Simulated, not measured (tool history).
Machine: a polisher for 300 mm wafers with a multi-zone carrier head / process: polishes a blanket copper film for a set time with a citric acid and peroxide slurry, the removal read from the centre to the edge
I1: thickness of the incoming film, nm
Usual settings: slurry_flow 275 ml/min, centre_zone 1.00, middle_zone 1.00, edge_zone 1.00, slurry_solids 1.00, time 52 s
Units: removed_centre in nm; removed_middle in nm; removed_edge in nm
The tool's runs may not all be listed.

run 1 hour=0.0 | slurry_flow=205 centre_zone=1.00 middle_zone=0.96 edge_zone=1.00 slurry_solids=1.00 time=52 | I1=855.8 | removed_centre=74.5 removed_middle=75.1 removed_edge=75.8
run 2 hour=26.9 | slurry_flow=205 centre_zone=1.00 middle_zone=0.96 edge_zone=1.00 slurry_solids=1.00 time=52 | I1=857.7 | removed_centre=73.5 removed_middle=74.2 removed_edge=76.0
run 3 hour=66.4 | slurry_flow=275 centre_zone=1.00 middle_zone=1.00 edge_zone=1.00 slurry_solids=1.00 time=42 | I1=840.8 | removed_centre=62.1 removed_middle=62.1 removed_edge=62.5
-- hour=111.3 worn pad replaced by a new one
run 4 hour=115.0 | slurry_flow=275 centre_zone=1.00 middle_zone=1.00 edge_zone=1.00 slurry_solids=1.00 time=52 | I1=842.2 | removed_centre=82.8 removed_middle=86.4 removed_edge=85.1
run 5 hour=163.2 | slurry_flow=275 centre_zone=1.00 middle_zone=1.00 edge_zone=1.00 slurry_solids=1.00 time=52 | I1=841.4 | removed_centre=77.8 removed_middle=81.1 removed_edge=78.2
run 6 hour=208.0 | slurry_flow=275 centre_zone=1.00 middle_zone=1.00 edge_zone=1.00 slurry_solids=1.00 time=52 | I1=838.4 | removed_centre=75.1 removed_middle=77.8 removed_edge=79.3
-- hour=237.8 slurry nozzle cleaned
run 7 hour=257.7 | slurry_flow=275 centre_zone=1.00 middle_zone=1.00 edge_zone=1.00 slurry_solids=1.20 time=52 | I1=839.8 | removed_centre=79.7 removed_middle=81.9 removed_edge=79.0
-- hour=276.4 carrier head's membrane replaced by a new one
-- hour=301.3 worn pad replaced by a new one
run 8 hour=312.5 | slurry_flow=275 centre_zone=1.00 middle_zone=1.00 edge_zone=1.00 slurry_solids=1.00 time=52 | I1=847.8 | removed_centre=84.4 removed_middle=86.2 removed_edge=83.8
run 9 hour=356.0 | slurry_flow=275 centre_zone=0.95 middle_zone=1.00 edge_zone=1.00 slurry_solids=1.00 time=52 | I1=857.0 | removed_centre=76.1 removed_middle=79.8 removed_edge=80.6
run 10 hour=392.9 | slurry_flow=275 centre_zone=0.95 middle_zone=1.00 edge_zone=1.00 slurry_solids=1.00 time=52 | I1=852.9 | removed_centre=74.3 removed_middle=78.5 removed_edge=77.7
run 11 hour=417.5 | slurry_flow=275 centre_zone=1.00 middle_zone=1.00 edge_zone=1.00 slurry_solids=1.00 time=52 | I1=843.4 | removed_centre=75.2 removed_middle=78.8 removed_edge=75.9
run 12 hour=467.6 | slurry_flow=335 centre_zone=0.93 middle_zone=0.91 edge_zone=1.00 slurry_solids=0.80 time=52 | I1=856.7 | removed_centre=69.1 removed_middle=68.8 removed_edge=72.4
-- hour=473.9 edge zone pressure recalibrated
-- hour=501.7 worn pad replaced by a new one
run 13 hour=524.3 | slurry_flow=275 centre_zone=1.00 middle_zone=1.00 edge_zone=1.00 slurry_solids=1.00 time=52 | I1=852.7 | removed_centre=82.4 removed_middle=81.8 removed_edge=81.9
run 14 hour=565.5 | slurry_flow=275 centre_zone=0.93 middle_zone=1.00 edge_zone=1.00 slurry_solids=0.85 time=52 | I1=844.0 | removed_centre=71.0 removed_middle=78.8 removed_edge=78.3
run 15 hour=599.6 | slurry_flow=275 centre_zone=1.00 middle_zone=0.94 edge_zone=1.04 slurry_solids=1.00 time=35 | I1=854.1 | removed_centre=51.9 removed_middle=50.3 removed_edge=51.8

The next listed run, before its measurement:
run 16 hour=629.3 | slurry_flow=275 centre_zone=1.00 middle_zone=1.09 edge_zone=0.91 slurry_solids=1.20 time=52 | I1=838.4 | removed_centre=? removed_middle=? removed_edge=?

For run 16 the tool returned removed_centre 77.6 nm, removed_middle 85.2 nm, removed_edge 74.6 nm.
With the hidden condition absent and the run-to-run variation left alone, this run would have shown removed_centre 90.8 nm, removed_middle 99.4 nm, removed_edge 86.6 nm.
